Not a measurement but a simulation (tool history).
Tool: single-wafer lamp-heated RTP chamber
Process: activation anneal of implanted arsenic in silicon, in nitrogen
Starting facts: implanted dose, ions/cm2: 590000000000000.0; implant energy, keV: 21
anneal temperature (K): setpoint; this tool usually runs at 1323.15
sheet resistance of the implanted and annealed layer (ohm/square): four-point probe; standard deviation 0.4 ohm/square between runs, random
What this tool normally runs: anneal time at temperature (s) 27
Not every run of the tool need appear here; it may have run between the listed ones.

run	hour	anneal temperature (K)	anneal time at temperature (s)	read-back reference wafer on the same gauge, sheet resistance	sheet resistance of the implanted and annealed layer (ohm/square)
1	0.0	1323.15	27	162.67	195.92
2	32.3	1323.15	27	162.77	194.99
3	92.2	1323.15	27	162.94	196.20
4	144.4	1323.15	27	163.06	197.09
5	189.8	1323.15	27	163.20	196.85
6	251.5	1323.15	27	163.44	197.32
7	312.0	1331.15	27	163.66	195.22
8	483.3	1331.15	27	161.59	192.91
9	517.1	1331.15	27	161.59	192.67
10	564.0	1302.15	27	161.58	198.83
11	636.8	1302.15	27	161.70	198.80
12	703.2	1337.15	20	161.80	194.10
13	774.8	1296.15	41	161.77	196.56
14	830.1	1339.15	14	161.86	197.44
15	859.7	1323.15	27	161.93	195.23
16	915.6	1301.15	36	161.94	196.29
17	949.7	1301.15	36	162.11	197.57
18	981.0	1301.15	27	162.04	199.55
19	1051.2	1294.15	20	162.30	203.78
20	1093.7	1345.15	33	162.30	188.28
21	1146.8	1344.15	39	162.30	186.62
22	1201.0	1336.15	33	162.51	190.93
23	1259.1	1303.15	38	162.68	196.72
24	1302.0	1308.15	27	162.79	198.60
25	1371.3	1349.15	39	163.03	186.88
26	1399.2	1296.15	18	163.11	204.47
27	1455.0	1299.15	35	163.16	198.74
28	1526.9	1345.15	21	163.54	194.19
29	1552.5	1323.15	27	163.55	196.70
30	1583.9	1323.15	27	161.39	194.30
31	1623.4	1348.15	27	161.43	188.53
32	1680.4	1323.15	33	161.41	192.24
33	1712.8	1294.15	15	161.44	204.28
34	1740.4	1323.15	27	161.40	193.85
35	1779.4	1323.15	27	161.45	194.20

Removed from this log: 8 entries logged between the listed runs. Between which two listed runs does each belong, and how does the tool's hidden state at the listed run before it compare with that at the listed run after it?
Runs 3 to 4: pyrometer window cleaned and pyrometer calibrated (hour 124.5)
  gauge reads high (%): 1.19 -> 1.29
  measured less the result without the state, sheet resistance of the implanted and annealed layer (ohm/square): +2.32 -> +2.51
Runs 7 to 8: gauge calibrated (hour 378.2)
  gauge reads high (%): 1.63 -> 0.368
  measured less the result without the state, sheet resistance of the implanted and annealed layer (ohm/square): +3.13 -> +0.71
Runs 9 to 10: reflector plate cleaned (hour 535.1)
  gauge reads high (%): 0.375 -> 0.389
  measured less the result without the state, sheet resistance of the implanted and annealed layer (ohm/square): +0.72 -> +0.77
Runs 10 to 11: pyrometer window cleaned and pyrometer calibrated (hour 636.3)
  gauge reads high (%): 0.389 -> 0.417
  measured less the result without the state, sheet resistance of the implanted and annealed layer (ohm/square): +0.77 -> +0.83
Runs 21 to 22: reflector plate cleaned (hour 1161.0); pyrometer window cleaned and pyrometer calibrated (hour 1190.2)
  gauge reads high (%): 0.878 -> 0.954
  measured less the result without the state, sheet resistance of the implanted and annealed layer (ohm/square): +1.62 -> +1.80
Runs 29 to 30: gauge calibrated (hour 1567.0)
  gauge reads high (%): 1.57 -> 0.238
  measured less the result without the state, sheet resistance of the implanted and annealed layer (ohm/square): +3.04 -> +0.46
Runs 34 to 35: pyrometer window cleaned and pyrometer calibrated (hour 1752.3)
  gauge reads high (%): 0.264 -> 0.278
  measured less the result without the state, sheet resistance of the implanted and annealed layer (ohm/square): +0.51 -> +0.53

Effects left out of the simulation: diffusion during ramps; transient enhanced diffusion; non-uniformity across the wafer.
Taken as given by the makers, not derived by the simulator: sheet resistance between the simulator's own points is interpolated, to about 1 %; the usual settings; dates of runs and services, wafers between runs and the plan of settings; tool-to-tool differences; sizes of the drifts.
